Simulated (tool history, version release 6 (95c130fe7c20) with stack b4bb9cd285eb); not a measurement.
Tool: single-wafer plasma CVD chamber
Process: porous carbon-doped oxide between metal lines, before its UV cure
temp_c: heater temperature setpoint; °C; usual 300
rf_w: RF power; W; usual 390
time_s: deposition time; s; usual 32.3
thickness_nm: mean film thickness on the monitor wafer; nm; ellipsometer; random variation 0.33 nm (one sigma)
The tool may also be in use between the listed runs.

run	hour	temp_c	rf_w	time_s	wafers since the last listed run	hours since the last thermocouple change	hours since the last RF generator calibration	hours since the showerhead was replaced	hours since the gauge calibration	read-back reference wafer on the same gauge, thickness_nm	thickness_nm
1	0	300	390	32.3	0	920	1214.7	5766.4	252.5	142.966	145.421
2	51.1	300	390	32.3	1589	971.1	1265.8	5817.5	303.6	143.055	144.625
3	83.9	300	390	32.3	1020	1003.9	1298.6	5850.3	336.4	142.924	143.83
4	139.5	300	390	32.3	1729	1059.5	1354.2	5905.9	392	142.955	144.372
# hour 327.8: RF generator calibrated
5	328.3	300	350	32.3	5623	1248.3	0.5	6094.7	580.8	143.048	138.453
6	358.4	300	350	32.3	936	1278.4	30.6	6124.8	610.9	143.063	137.162
7	410.2	300	390	32.3	1611	1330.2	82.4	6176.6	662.7	142.977	148.511
8	477.2	300	390	32.3	2083	1397.2	149.4	6243.6	729.7	143.03	147.841
# hour 500: showerhead replaced
9	521.1	300	390	29.7	1116	1441.1	193.3	21.1	773.6	143.067	135.918
# hour 562.7: gauge calibrated
10	569.1	306	340	32.3	1492	1489.1	241.3	69.1	6.4	142.997	128.757
# hour 604.7: thermocouple changed; heater temperature recalibrated
11	605.2	289	390	32.3	873	0.5	277.4	105.2	42.5	143.019	158.546
12	670.1	300	445	34.2	2018	65.4	342.3	170.1	107.4	143.059	170.632
13	709.2	291	415	35.6	1216	104.5	381.4	209.2	146.5	142.864	178.246
14	752.5	290	455	32.3	1346	147.8	424.7	252.5	189.8	142.924	174.785
15	783	300	390	32.3	948	178.3	455.2	283	220.3	143.074	146.057
16	841.7	300	390	32.3	1825	237	513.9	341.7	279	143.091	146.028
17	884.3	309	415	32.3	1324	279.6	556.5	384.3	321.6	143.009	143.84
18	944.1	291	390	32.3	1859	339.4	616.3	444.1	381.4	143.084	154.883
19	1006.4	300	345	32.3	1937	401.7	678.6	506.4	443.7	142.94	133.547
20	1042.4	294	365	32.3	1119	437.7	714.6	542.4	479.7	142.994	144.233

Forecast each of these 5 alternatives for the next run:
A	1042.8	300	390	32.3	12	438.1	715	542.8	480.1	?	?
B	1042.8	288	425	38.5	12	438.1	715	542.8	480.1	?	?
C	1042.8	292	325	36	12	438.1	715	542.8	480.1	?	?
D	1042.8	300	390	35.4	12	438.1	715	542.8	480.1	?	?
E	1042.8	308	390	38.1	12	438.1	715	542.8	480.1	?	?

run	read-back reference wafer on the same gauge, thickness_nm	thickness_nm
A	143.086	145.533
B	143.086	198.93
C	143.086	149.797
D	143.086	159.093
E	143.086	162.483
Without the tool's hidden state the same runs would have given:
run	thickness_nm
A	149.438
B	204.161
C	153.875
D	163.362
E	166.844
